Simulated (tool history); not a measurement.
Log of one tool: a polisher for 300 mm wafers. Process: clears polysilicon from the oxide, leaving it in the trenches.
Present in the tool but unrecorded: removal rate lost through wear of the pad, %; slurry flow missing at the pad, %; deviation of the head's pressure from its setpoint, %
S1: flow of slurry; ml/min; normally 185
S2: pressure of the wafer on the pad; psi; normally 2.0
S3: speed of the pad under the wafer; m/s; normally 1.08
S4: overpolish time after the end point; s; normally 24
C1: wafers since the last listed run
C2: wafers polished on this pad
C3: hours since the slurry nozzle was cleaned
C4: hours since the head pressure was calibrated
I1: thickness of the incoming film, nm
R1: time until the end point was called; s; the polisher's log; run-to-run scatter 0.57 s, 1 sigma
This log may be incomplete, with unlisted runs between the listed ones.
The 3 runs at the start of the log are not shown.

{"day": 7.504, "done": "worn pad replaced by a new one"}
{"day": 8.938, "done": "slurry nozzle cleaned"}
{"run": 4, "day": 9.908, "S1": 185, "S2": 2.0, "S3": 0.94, "S4": 24, "C1": 784, "C2": 452, "C3": 23.3, "C4": 715.9, "I1": 370.7, "R1": 37.4}
{"run": 5, "day": 13.275, "S1": 185, "S2": 2.0, "S3": 1.08, "S4": 24, "C1": 644, "C2": 1096, "C3": 104.1, "C4": 796.7, "I1": 367.3, "R1": 33.6}
{"run": 6, "day": 17.029, "S1": 185, "S2": 2.0, "S3": 1.08, "S4": 24, "C1": 718, "C2": 1814, "C3": 194.2, "C4": 886.8, "I1": 375.7, "R1": 34.8}
{"run": 7, "day": 21.062, "S1": 185, "S2": 2.0, "S3": 1.08, "S4": 24, "C1": 771, "C2": 2586, "C3": 291.0, "C4": 983.6, "I1": 377.4, "R1": 34.2}
{"run": 8, "day": 23.842, "S1": 185, "S2": 2.0, "S3": 1.08, "S4": 24, "C1": 531, "C2": 3118, "C3": 357.7, "C4": 1050.3, "I1": 376.9, "R1": 34.7}
{"day": 33.767, "done": "head pressure recalibrated"}
{"run": 9, "day": 35.808, "S1": 185, "S2": 2.0, "S3": 1.08, "S4": 24, "C1": 2273, "C2": 5392, "C3": 644.9, "C4": 49.0, "I1": 377.4, "R1": 35.5}
{"run": 10, "day": 37.567, "S1": 185, "S2": 2.0, "S3": 1.08, "S4": 24, "C1": 336, "C2": 5728, "C3": 687.1, "C4": 91.2, "I1": 364.7, "R1": 33.9}
{"day": 37.721, "done": "slurry nozzle cleaned"}
{"day": 37.908, "done": "worn pad replaced by a new one, of another model than before"}
{"run": 11, "day": 39.221, "S1": 185, "S2": 2.0, "S3": 1.08, "S4": 24, "C1": 276, "C2": 251, "C3": 36.0, "C4": 130.9, "I1": 373.1, "R1": 31.5}
{"run": 12, "day": 45.646, "S1": 185, "S2": 2.0, "S3": 1.08, "S4": 24, "C1": 1229, "C2": 1480, "C3": 190.2, "C4": 285.1, "I1": 377.0, "R1": 33.5}
{"run": 13, "day": 47.621, "S1": 185, "S2": 2.0, "S3": 1.08, "S4": 24, "C1": 377, "C2": 1858, "C3": 237.6, "C4": 332.5, "I1": 370.6, "R1": 33.4}
{"run": 14, "day": 51.504, "S1": 185, "S2": 2.0, "S3": 1.08, "S4": 24, "C1": 743, "C2": 2601, "C3": 330.8, "C4": 425.7, "I1": 370.8, "R1": 34.0}
{"run": 15, "day": 53.717, "S1": 185, "S2": 2.0, "S3": 0.94, "S4": 24, "C1": 423, "C2": 3024, "C3": 383.9, "C4": 478.8, "I1": 370.7, "R1": 37.6}
{"run": 16, "day": 55.846, "S1": 185, "S2": 2.0, "S3": 1.08, "S4": 24, "C1": 407, "C2": 3432, "C3": 435.0, "C4": 529.9, "I1": 371.7, "R1": 34.5}
{"run": 17, "day": 58.954, "S1": 130, "S2": 2.4, "S3": 1.36, "S4": 36, "C1": 594, "C2": 4027, "C3": 509.6, "C4": 604.5, "I1": 375.0, "R1": 26.9}
{"run": 18, "day": 62.725, "S1": 185, "S2": 1.3, "S3": 1.34, "S4": 13, "C1": 721, "C2": 4748, "C3": 600.1, "C4": 695.0, "I1": 371.5, "R1": 36.4}
{"day": 63.662, "done": "slurry nozzle cleaned"}
{"run": 19, "day": 64.65, "S1": 185, "S2": 1.3, "S3": 1.32, "S4": 24, "C1": 360, "C2": 5108, "C3": 23.7, "C4": 741.2, "I1": 370.4, "R1": 35.6}
{"day": 65.167, "done": "worn pad replaced by a new one"}
{"run": 20, "day": 66.779, "S1": 160, "S2": 2.0, "S3": 1.08, "S4": 24, "C1": 375, "C2": 308, "C3": 74.8, "C4": 792.3, "I1": 372.6, "R1": 32.8}
{"run": 21, "day": 68.446, "S1": 120, "S2": 2.5, "S3": 0.94, "S4": 37, "C1": 318, "C2": 627, "C3": 114.8, "C4": 832.3, "I1": 376.5, "R1": 33.4}
{"run": 22, "day": 70.5, "S1": 185, "S2": 2.0, "S3": 0.98, "S4": 24, "C1": 393, "C2": 1020, "C3": 164.1, "C4": 881.6, "I1": 373.4, "R1": 36.5}
{"run": 23, "day": 74.804, "S1": 185, "S2": 2.0, "S3": 1.08, "S4": 24, "C1": 823, "C2": 1844, "C3": 267.4, "C4": 984.9, "I1": 371.1, "R1": 34.0}
{"day": 79.2, "done": "head pressure recalibrated"}
{"run": 24, "day": 79.258, "S1": 160, "S2": 1.8, "S3": 0.8, "S4": 12, "C1": 836, "C2": 2680, "C3": 374.3, "C4": 1.4, "I1": 367.0, "R1": 45.2}
{"day": 88.746, "done": "slurry nozzle cleaned"}
{"run": 25, "day": 91.45, "S1": 185, "S2": 2.3, "S3": 1.08, "S4": 24, "C1": 2324, "C2": 5005, "C3": 64.9, "C4": 294.0, "I1": 374.7, "R1": 33.7}
{"day": 95.921, "done": "worn pad replaced by a new one"}
{"run": 26, "day": 98.042, "S1": 185, "S2": 2.0, "S3": 0.94, "S4": 24, "C1": 1229, "C2": 406, "C3": 223.1, "C4": 452.2, "I1": 368.0, "R1": 36.4}
{"run": 27, "day": 99.904, "S1": 140, "S2": 2.0, "S3": 0.98, "S4": 24, "C1": 356, "C2": 762, "C3": 267.8, "C4": 496.9, "I1": 370.7, "R1": 36.6}

The next listed run, before its measurement:
{"run": 28, "day": 102.017, "S1": 185, "S2": 2.0, "S3": 1.08, "S4": 24, "C1": 404, "C2": 1166, "C3": 318.5, "C4": 547.6, "I1": 369.8, "R1": "?"}

{"run 28": {"R1": 33.2}}
With the hidden condition absent and the run-to-run variation left alone, this run would have shown R1 31.7 s.

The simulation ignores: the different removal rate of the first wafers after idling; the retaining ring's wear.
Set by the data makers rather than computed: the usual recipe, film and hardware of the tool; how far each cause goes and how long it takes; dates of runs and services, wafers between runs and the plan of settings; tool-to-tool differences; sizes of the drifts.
